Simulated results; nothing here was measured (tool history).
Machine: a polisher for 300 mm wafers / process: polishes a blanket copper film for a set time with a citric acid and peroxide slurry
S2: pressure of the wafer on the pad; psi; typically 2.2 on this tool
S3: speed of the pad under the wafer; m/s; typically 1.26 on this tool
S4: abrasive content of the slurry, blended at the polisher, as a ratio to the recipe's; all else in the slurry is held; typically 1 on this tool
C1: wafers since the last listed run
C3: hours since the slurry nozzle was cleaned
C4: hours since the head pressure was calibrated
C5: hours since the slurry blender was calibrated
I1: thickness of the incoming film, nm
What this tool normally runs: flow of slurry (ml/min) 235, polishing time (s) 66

{"run": 1, "day": 0.0, "flow of slurry (ml/min)": 235, "S2": 2.2, "S3": 1.26, "S4": 1, "polishing time (s)": 66, "C1": 0, "wafers polished on this pad": 721, "C3": 38.8, "C4": 1594.9, "C5": 247.7, "I1": 879.5, "film removed (Å)": 1111}
{"day": 0.804, "done": "head pressure recalibrated"}
{"run": 2, "day": 0.825, "flow of slurry (ml/min)": 235, "S2": 2.2, "S3": 1.26, "S4": 1, "polishing time (s)": 57, "C1": 109, "wafers polished on this pad": 831, "C3": 58.6, "C4": 0.5, "C5": 267.5, "I1": 864.9, "film removed (Å)": 940}
{"run": 3, "day": 1.321, "flow of slurry (ml/min)": 235, "S2": 2.2, "S3": 1.26, "S4": 1, "polishing time (s)": 57, "C1": 72, "wafers polished on this pad": 903, "C3": 70.5, "C4": 12.4, "C5": 279.4, "I1": 881.1, "film removed (Å)": 940}
{"run": 4, "day": 1.762, "flow of slurry (ml/min)": 235, "S2": 2.2, "S3": 1.26, "S4": 1.1, "polishing time (s)": 72, "C1": 64, "wafers polished on this pad": 968, "C3": 81.1, "C4": 23, "C5": 290, "I1": 870.9, "film removed (Å)": 1220}
{"run": 5, "day": 2.025, "flow of slurry (ml/min)": 260, "S2": 2.2, "S3": 1.26, "S4": 1, "polishing time (s)": 66, "C1": 38, "wafers polished on this pad": 1007, "C3": 87.4, "C4": 29.3, "C5": 296.3, "I1": 879.9, "film removed (Å)": 1111}
{"day": 2.408, "done": "worn pad replaced by a new one"}
{"run": 6, "day": 2.712, "flow of slurry (ml/min)": 260, "S2": 2.2, "S3": 1.26, "S4": 1, "polishing time (s)": 66, "C1": 76, "wafers polished on this pad": 44, "C3": 103.9, "C4": 45.8, "C5": 312.8, "I1": 871.9, "film removed (Å)": 1105}
{"run": 7, "day": 2.967, "flow of slurry (ml/min)": 185, "S2": 2.2, "S3": 1.26, "S4": 1, "polishing time (s)": 66, "C1": 37, "wafers polished on this pad": 82, "C3": 110, "C4": 51.9, "C5": 318.9, "I1": 878.3, "film removed (Å)": 1033}
{"run": 8, "day": 3.579, "flow of slurry (ml/min)": 185, "S2": 2.2, "S3": 1.26, "S4": 1, "polishing time (s)": 66, "C1": 90, "wafers polished on this pad": 172, "C3": 124.7, "C4": 66.6, "C5": 333.6, "I1": 864.6, "film removed (Å)": 1030}
{"run": 9, "day": 4.042, "flow of slurry (ml/min)": 235, "S2": 2.2, "S3": 1.26, "S4": 1.15, "polishing time (s)": 88, "C1": 68, "wafers polished on this pad": 240, "C3": 135.8, "C4": 77.7, "C5": 344.7, "I1": 892.1, "film removed (Å)": 1494}
{"run": 10, "day": 4.596, "flow of slurry (ml/min)": 235, "S2": 2.8, "S3": 1.26, "S4": 1.15, "polishing time (s)": 82, "C1": 81, "wafers polished on this pad": 321, "C3": 149.1, "C4": 91, "C5": 358, "I1": 884.4, "film removed (Å)": 1767}
{"run": 11, "day": 5.108, "flow of slurry (ml/min)": 275, "S2": 3, "S3": 1.26, "S4": 0.75, "polishing time (s)": 77, "C1": 75, "wafers polished on this pad": 397, "C3": 161.4, "C4": 103.3, "C5": 370.3, "I1": 879.2, "film removed (Å)": 1542}
{"run": 12, "day": 5.733, "flow of slurry (ml/min)": 235, "S2": 2.2, "S3": 1.26, "S4": 1, "polishing time (s)": 66, "C1": 91, "wafers polished on this pad": 488, "C3": 176.4, "C4": 118.3, "C5": 385.3, "I1": 898.2, "film removed (Å)": 1053}
{"run": 13, "day": 6.208, "flow of slurry (ml/min)": 235, "S2": 2.2, "S3": 1.26, "S4": 1.1, "polishing time (s)": 72, "C1": 69, "wafers polished on this pad": 558, "C3": 187.8, "C4": 129.7, "C5": 396.7, "I1": 877.1, "film removed (Å)": 1185}
{"run": 14, "day": 6.521, "flow of slurry (ml/min)": 270, "S2": 2.2, "S3": 1.56, "S4": 1.1, "polishing time (s)": 66, "C1": 45, "wafers polished on this pad": 604, "C3": 195.3, "C4": 137.2, "C5": 404.2, "I1": 888.3, "film removed (Å)": 1268}
{"run": 15, "day": 6.975, "flow of slurry (ml/min)": 180, "S2": 2.2, "S3": 0.98, "S4": 1, "polishing time (s)": 54, "C1": 66, "wafers polished on this pad": 671, "C3": 206.2, "C4": 148.1, "C5": 415.1, "I1": 877.8, "film removed (Å)": 700}
{"day": 7.396, "done": "slurry blender recalibrated"}
{"day": 7.454, "done": "slurry nozzle cleaned"}
{"run": 16, "day": 7.65, "flow of slurry (ml/min)": 235, "S2": 2.2, "S3": 1.52, "S4": 1, "polishing time (s)": 66, "C1": 80, "wafers polished on this pad": 752, "C3": 4.7, "C4": 164.3, "C5": 6.1, "I1": 891.4, "film removed (Å)": 1242}
{"run": 17, "day": 7.954, "flow of slurry (ml/min)": 235, "S2": 2.2, "S3": 1.26, "S4": 1, "polishing time (s)": 66, "C1": 44, "wafers polished on this pad": 797, "C3": 12, "C4": 171.6, "C5": 13.4, "I1": 870.2, "film removed (Å)": 1108}
{"run": 18, "day": 8.667, "flow of slurry (ml/min)": 155, "S2": 2.2, "S3": 1.26, "S4": 1, "polishing time (s)": 66, "C1": 104, "wafers polished on this pad": 901, "C3": 29.1, "C4": 188.7, "C5": 30.5, "I1": 878.2, "film removed (Å)": 1027}
{"run": 19, "day": 9.05, "flow of slurry (ml/min)": 235, "S2": 2.2, "S3": 1.26, "S4": 1, "polishing time (s)": 48, "C1": 56, "wafers polished on this pad": 958, "C3": 38.3, "C4": 197.9, "C5": 39.7, "I1": 869.1, "film removed (Å)": 812}
{"run": 20, "day": 9.504, "flow of slurry (ml/min)": 235, "S2": 2.2, "S3": 1.02, "S4": 1, "polishing time (s)": 66, "C1": 66, "wafers polished on this pad": 1025, "C3": 49.2, "C4": 208.8, "C5": 50.6, "I1": 884.4, "film removed (Å)": 982}
{"run": 21, "day": 10.246, "flow of slurry (ml/min)": 280, "S2": 2.2, "S3": 0.98, "S4": 1.1, "polishing time (s)": 78, "C1": 109, "wafers polished on this pad": 1134, "C3": 67, "C4": 226.6, "C5": 68.4, "I1": 862.6, "film removed (Å)": 1196}
{"run": 22, "day": 10.912, "flow of slurry (ml/min)": 235, "S2": 2.2, "S3": 1.26, "S4": 1, "polishing time (s)": 66, "C1": 98, "wafers polished on this pad": 1232, "C3": 83, "C4": 242.6, "C5": 84.4, "I1": 894, "film removed (Å)": 1092}
{"run": 23, "day": 11.467, "flow of slurry (ml/min)": 175, "S2": 2, "S3": 1.48, "S4": 1, "polishing time (s)": 66, "C1": 81, "wafers polished on this pad": 1313, "C3": 96.3, "C4": 255.9, "C5": 97.7, "I1": 883, "film removed (Å)": 1047}
{"day": 11.742, "done": "worn pad replaced by a new one"}
{"run": 24, "day": 11.767, "flow of slurry (ml/min)": 235, "S2": 2.2, "S3": 1.26, "S4": 1.1, "polishing time (s)": 78, "C1": 19, "wafers polished on this pad": 3, "C3": 103.5, "C4": 263.1, "C5": 104.9, "I1": 890.8, "film removed (Å)": 1315}
{"run": 25, "day": 12.338, "flow of slurry (ml/min)": 235, "S2": 2.8, "S3": 1.42, "S4": 1.2, "polishing time (s)": 43, "C1": 83, "wafers polished on this pad": 87, "C3": 117.2, "C4": 276.8, "C5": 118.6, "I1": 882.9, "film removed (Å)": 1018}
{"run": 26, "day": 13.033, "flow of slurry (ml/min)": 235, "S2": 2.9, "S3": 1.68, "S4": 1.1, "polishing time (s)": 75, "C1": 102, "wafers polished on this pad": 189, "C3": 133.9, "C4": 293.5, "C5": 135.3, "I1": 881.7, "film removed (Å)": 1950}
{"run": 27, "day": 13.683, "flow of slurry (ml/min)": 235, "S2": 2.2, "S3": 0.96, "S4": 1.25, "polishing time (s)": 74, "C1": 95, "wafers polished on this pad": 285, "C3": 149.5, "C4": 309.1, "C5": 150.9, "I1": 880.5, "film removed (Å)": 1105}
{"run": 28, "day": 14.142, "flow of slurry (ml/min)": 235, "S2": 2.2, "S3": 1.26, "S4": 1, "polishing time (s)": 66, "C1": 67, "wafers polished on this pad": 352, "C3": 160.5, "C4": 320.1, "C5": 161.9, "I1": 883.7, "film removed (Å)": 1067}
{"run": 29, "day": 14.508, "flow of slurry (ml/min)": 235, "S2": 2.2, "S3": 1.26, "S4": 1, "polishing time (s)": 66, "C1": 53, "wafers polished on this pad": 406, "C3": 169.3, "C4": 328.9, "C5": 170.7, "I1": 861.1, "film removed (Å)": 1048}
{"run": 30, "day": 14.854, "flow of slurry (ml/min)": 235, "S2": 2.2, "S3": 1.26, "S4": 1, "polishing time (s)": 66, "C1": 50, "wafers polished on this pad": 457, "C3": 177.6, "C4": 337.2, "C5": 179, "I1": 881, "film removed (Å)": 1039}

Here are 5 independent what-if runs from the current tool condition. What would each one return?
{"run": "A", "day": 14.871, "flow of slurry (ml/min)": 235, "S2": 2.2, "S3": 1.26, "S4": 1.15, "polishing time (s)": 66, "C1": 2, "wafers polished on this pad": 459, "C3": 178, "C4": 337.6, "C5": 179.4, "I1": 866.9, "film removed (Å)": "?"}
{"run": "B", "day": 14.871, "flow of slurry (ml/min)": 235, "S2": 2.7, "S3": 1.26, "S4": 1.1, "polishing time (s)": 59, "C1": 2, "wafers polished on this pad": 459, "C3": 178, "C4": 337.6, "C5": 179.4, "I1": 866.9, "film removed (Å)": "?"}
{"run": "C", "day": 14.871, "flow of slurry (ml/min)": 295, "S2": 2.7, "S3": 1.26, "S4": 0.75, "polishing time (s)": 66, "C1": 2, "wafers polished on this pad": 459, "C3": 178, "C4": 337.6, "C5": 179.4, "I1": 866.9, "film removed (Å)": "?"}
{"run": "D", "day": 14.871, "flow of slurry (ml/min)": 235, "S2": 2.2, "S3": 1.26, "S4": 1, "polishing time (s)": 77, "C1": 2, "wafers polished on this pad": 459, "C3": 178, "C4": 337.6, "C5": 179.4, "I1": 866.9, "film removed (Å)": "?"}
{"run": "E", "day": 14.871, "flow of slurry (ml/min)": 280, "S2": 2.2, "S3": 1.26, "S4": 1, "polishing time (s)": 66, "C1": 2, "wafers polished on this pad": 459, "C3": 178, "C4": 337.6, "C5": 179.4, "I1": 866.9, "film removed (Å)": "?"}

run=A film_removed_(Å)=1090
run=B film_removed_(Å)=1169
run=C film_removed_(Å)=1170
run=D film_removed_(Å)=1211
run=E film_removed_(Å)=1069
Without the tool's hidden state the same runs would have given:
run=A film_removed_(Å)=1155
run=B film_removed_(Å)=1239
run=C film_removed_(Å)=1224
run=D film_removed_(Å)=1283
run=E film_removed_(Å)=1122

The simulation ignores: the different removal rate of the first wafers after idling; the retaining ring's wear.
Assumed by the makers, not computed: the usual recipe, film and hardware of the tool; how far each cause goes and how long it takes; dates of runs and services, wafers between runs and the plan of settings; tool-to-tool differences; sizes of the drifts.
